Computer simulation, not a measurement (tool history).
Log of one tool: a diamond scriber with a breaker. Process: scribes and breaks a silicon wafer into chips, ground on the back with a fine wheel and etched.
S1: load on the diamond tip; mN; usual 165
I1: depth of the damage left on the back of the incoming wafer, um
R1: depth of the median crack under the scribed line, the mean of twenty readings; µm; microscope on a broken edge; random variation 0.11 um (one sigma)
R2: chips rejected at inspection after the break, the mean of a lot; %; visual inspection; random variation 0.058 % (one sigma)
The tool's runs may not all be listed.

Run 1, hour 0: usual settings; I1 0.75. Result: R1 7.27 µm, R2 1.49 %.
Run 2, hour 17: usual settings but S1 198 mN; I1 0.53. Result: R1 7.8 µm, R2 2.23 %.
Run 3, hour 24.5: usual settings but S1 198 mN; I1 0.37. Result: R1 7.62 µm, R2 2.34 %.
Run 4, hour 35.5: usual settings but S1 198 mN; I1 0.78. Result: R1 7.77 µm, R2 2.26 %.
Run 5, hour 68.5: usual settings but S1 183 mN; I1 0.35. Result: R1 7.54 µm, R2 1.53 %.
Run 6, hour 83.9: usual settings but S1 183 mN; I1 0.63. Result: R1 7.66 µm, R2 1.65 %.
Run 7, hour 90.4: usual settings but S1 178 mN; I1 0.55. Result: R1 7.35 µm, R2 1.68 %.
Run 8, hour 102.9: usual settings but S1 148 mN; I1 0.56. Result: R1 6.8 µm, R2 1.75 %.
Run 9, hour 130.5: usual settings; I1 0.58. Result: R1 7.28 µm, R2 1.31 %.
At hour 138.4: diamond tip replaced by a new one.
Run 10, hour 145.1: usual settings; I1 0.77. Result: R1 7.05 µm, R2 1.45 %.
Run 11, hour 161.8: usual settings but S1 153 mN; I1 0.7. Result: R1 6.86 µm, R2 1.61 %.
Run 12, hour 175.6: usual settings but S1 214 mN; I1 0.78. Result: R1 8.3 µm, R2 3.29 %.
Run 13, hour 188: usual settings but S1 198 mN; I1 0.54. Result: R1 7.86 µm, R2 2.41 %.
Run 14, hour 194.2: usual settings but S1 126 mN; I1 0.71. Result: R1 6.39 µm, R2 3.22 %.
Run 15, hour 203.1: usual settings but S1 191 mN; I1 0.57. Result: R1 7.54 µm, R2 2.01 %.
Run 16, hour 212.6: usual settings but S1 125 mN; I1 0.59. Result: R1 6.15 µm, R2 3.06 %.
At hour 219.6: load on the tip recalibrated.
Run 17, hour 220.1: usual settings but S1 190 mN; I1 0.67. Result: R1 7.62 µm, R2 2.02 %.

Run 18 comes next. What will it give?
Run 18, hour 235.8: usual settings but S1 212 mN; I1 0.54. Result: R1 ?, R2 ?.

Run 18 gave R1 8.45 µm, R2 2.98 %.
Without the tool's hidden state the same run would have given R1 8.45 µm, R2 2.98 %.
